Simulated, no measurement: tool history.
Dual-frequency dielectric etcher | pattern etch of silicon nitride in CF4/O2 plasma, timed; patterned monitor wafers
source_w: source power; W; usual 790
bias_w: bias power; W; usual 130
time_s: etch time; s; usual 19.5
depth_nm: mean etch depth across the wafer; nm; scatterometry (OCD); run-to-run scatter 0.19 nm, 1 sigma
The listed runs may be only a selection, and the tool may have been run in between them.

| run | hour | source_w | bias_w | time_s | read-back reference wafer on the same gauge, depth_nm | depth_nm |
|---|---|---|---|---|---|---|
| 1 | 0.0 | 790 | 130 | 19.5 | 59.2 | 53.6 |
| 2 | 15.4 | 790 | 152 | 19.5 | 59.3 | 57.3 |
| 3 | 28.7 | 790 | 109 | 19.5 | 59.3 | 49.8 |
| 4 | 41.0 | 790 | 109 | 19.5 | 59.2 | 49.9 |
| 5 | 47.5 | 790 | 109 | 19.5 | 59.4 | 49.8 |
| 6 | 59.6 | 840 | 130 | 24.0 | 59.3 | 70.7 |
| 7 | 77.3 | 840 | 130 | 24.0 | 59.3 | 71.0 |
|  | 105.4 | upper electrode replaced |
|  | 112.8 | wet clean of the chamber |
| 8 | 113.3 | 790 | 130 | 19.5 | 59.4 | 50.8 |
| 9 | 113.7 | 790 | 130 | 19.5 | 59.3 | 51.2 |
|  | 118.1 | source power generator calibrated |
| 10 | 118.6 | 650 | 148 | 25.0 | 59.3 | 56.5 |
| 11 | 130.4 | 790 | 119 | 14.0 | 59.3 | 35.1 |
|  | 138.8 | bias power generator calibrated |
| 12 | 147.4 | 790 | 109 | 19.5 | 59.3 | 47.4 |
| 13 | 163.8 | 790 | 130 | 19.5 | 59.3 | 51.1 |
| 14 | 170.5 | 710 | 130 | 17.5 | 59.4 | 40.8 |
|  | 172.6 | gauge calibrated |
| 15 | 180.7 | 710 | 130 | 17.5 | 59.3 | 41.0 |
| 16 | 191.6 | 940 | 130 | 18.0 | 59.3 | 57.0 |
| 17 | 208.2 | 790 | 101 | 23.0 | 59.3 | 54.6 |
| 18 | 223.3 | 610 | 138 | 16.5 | 59.3 | 33.7 |
| 19 | 229.5 | 790 | 119 | 23.5 | 59.3 | 59.8 |

The tool's hidden state at each run:
source power that arrives over what is set, %: 0, the same for each run
bias power that arrives over what is set, %: 0, the same for each run
gauge reads high (%): 0, the same for each run
H1: etch rate over this chamber's usual, %
| run | H1 |
|---|---|
| 1 | 4.45 |
| 2 | 4.58 |
| 3 | 4.69 |
| 4 | 4.79 |
| 5 | 4.85 |
| 6 | 4.95 |
| 7 | 5.09 |
| 8 | -0.37 |
| 9 | -0.367 |
| 10 | -0.326 |
| 11 | -0.227 |
| 12 | -0.0859 |
| 13 | 0.0506 |
| 14 | 0.106 |
| 15 | 0.191 |
| 16 | 0.282 |
| 17 | 0.42 |
| 18 | 0.546 |
| 19 | 0.598 |
